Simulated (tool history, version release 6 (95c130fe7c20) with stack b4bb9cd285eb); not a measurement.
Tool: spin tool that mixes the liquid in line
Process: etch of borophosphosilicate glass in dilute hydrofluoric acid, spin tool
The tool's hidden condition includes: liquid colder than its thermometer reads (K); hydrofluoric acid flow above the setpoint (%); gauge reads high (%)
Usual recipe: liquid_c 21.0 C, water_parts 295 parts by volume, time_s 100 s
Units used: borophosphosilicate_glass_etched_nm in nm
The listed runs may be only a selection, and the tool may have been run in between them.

run    hour  liquid_c  water_parts  time_s  wafers since the last listed run  hours since the thermometer was replaced  hours since the hydrofluoric acid flow meter was replaced  hours since the gauge calibration  read-back film thickness of the borophosphosilicate glass reference wafer, read on the same gauge (nm)  borophosphosilicate_glass_etched_nm
  1     0.0      21.0          295      55                                 0                                     582.2                                                     1826.4                             1500.3                                                                                                   80.00                                 9.53
  2    68.6      21.0          295      55                               388                                     650.8                                                     1895.0                             1568.9                                                                                                   79.98                                 9.46
  3   105.1      21.0          295     100                               206                                     687.3                                                     1931.5                             1605.4                                                                                                   79.97                                17.26
  4   202.8      21.0          295     100                               552                                     785.0                                                     2029.2                             1703.1                                                                                                   79.99                                17.11
      244.8  -- hydrofluoric acid flow meter replaced
  5   300.4      21.0          295     100                               546                                     882.6                                                       55.6                             1800.7                                                                                                   80.00                                17.26
      371.7  -- gauge calibrated
  6   405.7      21.0          295     100                               595                                     987.9                                                      160.9                               34.0                                                                                                   80.03                                17.13
  7   446.8      21.0          295     100                               232                                    1029.0                                                      202.0                               75.1                                                                                                   80.00                                17.12
  8   508.0      21.0          295     100                               346                                    1090.2                                                      263.2                              136.3                                                                                                   80.03                                16.99
  9   551.0      21.0          355     125                               243                                    1133.2                                                      306.2                              179.3                                                                                                   80.00                                16.72
 10   631.1      21.0          355     125                               453                                    1213.3                                                      386.3                              259.4                                                                                                   80.03                                16.71
 11   669.7      21.0          355     125                               218                                    1251.9                                                      424.9                              298.0                                                                                                   79.96                                16.76
      692.2  -- thermometer replaced
 12   733.0      21.0          295     100                               352                                      40.8                                                      488.2                              361.3                                                                                                   79.98                                17.61
 13   822.0      18.5          390     100                               503                                     129.8                                                      577.2                              450.3                                                                                                   79.98                                11.19
 14   902.6      18.0          360     100                               455                                     210.4                                                      657.8                              530.9                                                                                                   80.03                                12.11
 15  1002.1      21.0          295     100                               562                                     309.9                                                      757.3                              630.4                                                                                                   80.02                                17.32
 16  1074.7      17.0          180      60                               410                                     382.5                                                      829.9                              703.0                                                                                                   79.99                                16.25
 17  1133.0      18.0          345      65                               329                                     440.8                                                      888.2                              761.3                                                                                                   80.01                                 8.31
 18  1238.8      23.5          190      55                               598                                     546.6                                                      994.0                              867.1                                                                                                   79.98                                17.93
 19  1322.4      21.0          295     100                               472                                     630.2                                                     1077.6                              950.7                                                                                                   80.01                                17.30
 20  1375.4      21.0          250     100                               299                                     683.2                                                     1130.6                             1003.7                                                                                                   79.99                                21.12
 21  1448.6      17.5          420     120                               414                                     756.4                                                     1203.8                             1076.9                                                                                                   80.01                                11.53
 22  1541.5      17.0          210      55                               525                                     849.3                                                     1296.7                             1169.8                                                                                                   80.02                                12.29
 23  1623.7      21.0          295     100                               465                                     931.5                                                     1378.9                             1252.0                                                                                                   80.02                                17.01
 24  1676.0      25.5          295     130                               295                                     983.8                                                     1431.2                             1304.3                                                                                                   80.02                                26.02
     1696.4  -- thermometer replaced
 25  1728.4      21.0          295     100                               290                                      32.0                                                     1483.6                             1356.7                                                                                                   80.00                                17.49
 26  1812.1      25.5          295      80                               473                                     115.7                                                     1567.3                             1440.4                                                                                                   80.00                                16.35
 27  1876.3      24.0          295     100                               363                                     179.9                                                     1631.5                             1504.6                                                                                                   80.00                                19.39
 28  1943.7      21.0          445     155                               381                                     247.3                                                     1698.9                             1572.0                                                                                                   80.02                                15.85
 29  2047.0      23.0          425     155                               584                                     350.6                                                     1802.2                             1675.3                                                                                                   79.99                                17.90
 30  2096.4      21.0          380      50                               279                                     400.0                                                     1851.6                             1724.7                                                                                                   79.99                                 6.22
 31  2162.1      18.0          295     100                               371                                     465.7                                                     1917.3                             1790.4                                                                                                   79.98                                15.45
 32  2207.6      23.5          190      55                               257                                     511.2                                                     1962.8                             1835.9                                                                                                   79.99                                17.90
     2317.5  -- hydrofluoric acid flow meter replaced
     2338.8  -- gauge calibrated
 33  2518.3      21.0          295     100                              1752                                     821.9                                                      200.8                              179.5                                                                                                   79.99                                17.15

Predict each of these 3 candidate next runs independently; none follows another, all start after run 33:
  A  2518.7      21.0          160     100                                 2                                     822.3                                                      201.2                              179.9                                                                                                       ?                                    ?
  B  2518.7      21.0          295     155                                 2                                     822.3                                                      201.2                              179.9                                                                                                       ?                                    ?
  C  2518.7      19.0          240     130                                 2                                     822.3                                                      201.2                              179.9                                                                                                       ?                                    ?

run  read-back film thickness of the borophosphosilicate glass reference wafer, read on the same gauge (nm)  borophosphosilicate_glass_etched_nm
  A                                                                                                   80.00                                35.70
  B                                                                                                   80.00                                26.37
  C                                                                                                   80.00                                26.50
Take away the tool's hidden state, keep each run's random variation, and the runs would have read:
run  borophosphosilicate_glass_etched_nm
  A                                36.92
  B                                27.20
  C                                27.38
